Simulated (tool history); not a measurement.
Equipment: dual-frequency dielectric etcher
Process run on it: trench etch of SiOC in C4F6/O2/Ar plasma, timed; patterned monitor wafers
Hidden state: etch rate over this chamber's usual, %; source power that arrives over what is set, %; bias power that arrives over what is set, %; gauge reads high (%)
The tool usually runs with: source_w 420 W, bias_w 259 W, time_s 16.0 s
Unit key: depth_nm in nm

run,hour,source_w,bias_w,time_s,wafers since the last listed run,hours since the last wet clean,hours since the last source power generator calibration,hours since the last bias power generator calibration,hours since the last upper electrode change,hours since the gauge calibration,"read-back reference wafer on the same gauge, depth_nm",depth_nm
1,0.0,420,259,18.5,0,199.7,3549.7,3218.4,3176.0,37.4,36.72,46.13
# hour 8.7: bias power generator calibrated
2,31.1,420,259,18.5,351,230.8,3580.8,22.4,3207.1,68.5,36.69,45.97
3,38.3,420,304,16.0,93,238.0,3588.0,29.6,3214.3,75.7,36.70,41.87
4,53.8,420,304,16.0,201,253.5,3603.5,45.1,3229.8,91.2,36.68,41.81
5,60.5,380,259,19.5,86,260.2,3610.2,51.8,3236.5,97.9,36.70,45.52
6,78.5,420,259,16.0,233,278.2,3628.2,69.8,3254.5,115.9,36.71,39.66
7,100.3,420,259,16.0,282,300.0,3650.0,91.6,3276.3,137.7,36.71,39.66
# hour 109.7: source power generator calibrated
8,110.2,420,259,16.0,76,309.9,0.5,101.5,3286.2,147.6,36.70,38.74
9,121.1,480,299,18.5,141,320.8,11.4,112.4,3297.1,158.5,36.69,50.67
# hour 149.9: wet clean of the chamber
10,150.4,460,202,12.0,68,0.5,40.7,141.7,3326.4,187.8,36.70,28.75
11,150.8,420,283,16.0,5,0.9,41.1,142.1,3326.8,188.2,36.70,40.21
12,159.3,420,259,13.0,110,9.4,49.6,150.6,3335.3,196.7,36.71,31.70
13,207.7,420,259,16.0,628,57.8,98.0,199.0,3383.7,245.1,36.69,38.98
14,223.4,340,216,20.0,203,73.5,113.7,214.7,3399.4,260.8,36.70,40.48
# hour 249.6: upper electrode replaced
15,250.1,420,259,16.0,35,100.2,140.4,241.4,0.5,287.5,36.69,39.10
16,254.4,460,259,16.0,55,104.5,144.7,245.7,4.8,291.8,36.69,41.22
17,267.7,420,259,16.0,172,117.8,158.0,259.0,18.1,305.1,36.71,39.05
18,285.0,420,213,12.0,224,135.1,175.3,276.3,35.4,322.4,36.70,27.59
19,293.8,420,259,16.0,114,143.9,184.1,285.1,44.2,331.2,36.70,39.07
20,300.7,510,259,16.0,89,150.8,191.0,292.0,51.1,338.1,36.70,43.54
21,311.9,420,259,16.0,145,162.0,202.2,303.2,62.3,349.3,36.68,39.03
22,319.6,330,259,11.5,99,169.7,209.9,310.9,70.0,357.0,36.70,24.14
23,330.0,330,229,14.5,135,180.1,220.3,321.3,80.4,367.4,36.71,29.33
24,344.8,420,322,19.5,192,194.9,235.1,336.1,95.2,382.2,36.70,51.13
25,354.4,330,259,18.5,124,204.5,244.7,345.7,104.8,391.8,36.68,38.72
26,361.1,380,234,18.5,86,211.2,251.4,352.4,111.5,398.5,36.69,41.27
27,377.5,420,259,16.0,212,227.6,267.8,368.8,127.9,414.9,36.71,39.05
28,384.2,500,259,20.0,86,234.3,274.5,375.5,134.6,421.6,36.71,53.94
29,398.9,390,293,16.0,190,249.0,289.2,390.2,149.3,436.3,36.71,38.91

Run-by-run hidden state of the tool:
bias power that arrives over what is set, %: 0 in every run
gauge reads high (%): 0 in every run
H1: etch rate over this chamber's usual, %
H2: source power that arrives over what is set, %
run,H1,H2
1,-0.499,4.36
2,-0.595,4.37
3,-0.617,4.37
4,-0.665,4.37
5,-0.685,4.37
6,-0.741,4.37
7,-0.808,4.38
8,-0.838,0.446
9,-0.872,0.498
10,-0.153,0.635
11,-0.154,0.637
12,-0.18,0.676
13,-0.329,0.893
14,-0.378,0.961
15,-0.46,1.08
16,-0.473,1.09
17,-0.514,1.15
18,-0.567,1.22
19,-0.594,1.26
20,-0.616,1.28
21,-0.65,1.33
22,-0.674,1.36
23,-0.706,1.4
24,-0.752,1.46
25,-0.781,1.49
26,-0.802,1.52
27,-0.852,1.58
28,-0.873,1.61
29,-0.918,1.66
